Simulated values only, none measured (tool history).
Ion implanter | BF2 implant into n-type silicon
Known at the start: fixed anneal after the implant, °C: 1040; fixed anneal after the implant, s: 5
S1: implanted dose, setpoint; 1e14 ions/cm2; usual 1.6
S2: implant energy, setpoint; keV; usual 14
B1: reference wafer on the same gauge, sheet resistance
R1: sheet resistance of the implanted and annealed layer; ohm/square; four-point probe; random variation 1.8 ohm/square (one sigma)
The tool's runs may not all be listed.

run 1 hour=0 | S1=1.6 S2=14 | B1=768.8 | R1=741.76
run 2 hour=37.5 | S1=1.6 S2=14 | B1=767.82 | R1=743.8
run 3 hour=89.6 | S1=1.6 S2=14 | B1=768.33 | R1=745.23
run 4 hour=168.1 | S1=1.6 S2=14 | B1=768.48 | R1=744.17
run 5 hour=204.5 | S1=1.6 S2=14 | B1=768.41 | R1=744.16
run 6 hour=255.9 | S1=1.6 S2=17.5 | B1=767.41 | R1=724.05
run 7 hour=343.2 | S1=1.6 S2=17.5 | B1=767.26 | R1=721.35
-- hour=357.3 Faraday cup replaced and dose calibrated
run 8 hour=425.7 | S1=1.6 S2=12 | B1=767.94 | R1=754.65
-- hour=442.8 gauge calibrated
run 9 hour=532 | S1=1.93 S2=9.5 | B1=768 | R1=663.41
run 10 hour=614.7 | S1=1.74 S2=11 | B1=767.69 | R1=710.91
run 11 hour=662.1 | S1=1.6 S2=14 | B1=767.56 | R1=740.41
-- hour=684.8 extraction supply calibrated
run 12 hour=748 | S1=1.6 S2=14 | B1=768.31 | R1=742.06
run 13 hour=822.7 | S1=1.79 S2=11.5 | B1=768.32 | R1=690.08
run 14 hour=899.2 | S1=1.39 S2=17.5 | B1=767.03 | R1=815.4
run 15 hour=986.4 | S1=1.35 S2=15.5 | B1=767.83 | R1=850.37
run 16 hour=1033.3 | S1=1.27 S2=14 | B1=767.57 | R1=917.6

Hidden state or all else? Some run-to-run changes of R1, split into what the settings, what came in and random variation would give without the hidden state, and what is left for the hidden state (with any gauge scatter that isn't in both results):
The hidden state here: deviation of the true dose from the Faraday cup's reading, %; deviation of the true energy from its setpoint, %; gauge reads high (%).
Run 7 -> 8: S2 17.5 -> 12, Faraday cup replaced and dose calibrated. R1 +33.3 ohm/square: hidden state -7.56, all else +40.86.
Run 13 -> 14: S1 1.79 -> 1.39, S2 11.5 -> 17.5. R1 +125.32 ohm/square: hidden state +1.89, all else +123.43.

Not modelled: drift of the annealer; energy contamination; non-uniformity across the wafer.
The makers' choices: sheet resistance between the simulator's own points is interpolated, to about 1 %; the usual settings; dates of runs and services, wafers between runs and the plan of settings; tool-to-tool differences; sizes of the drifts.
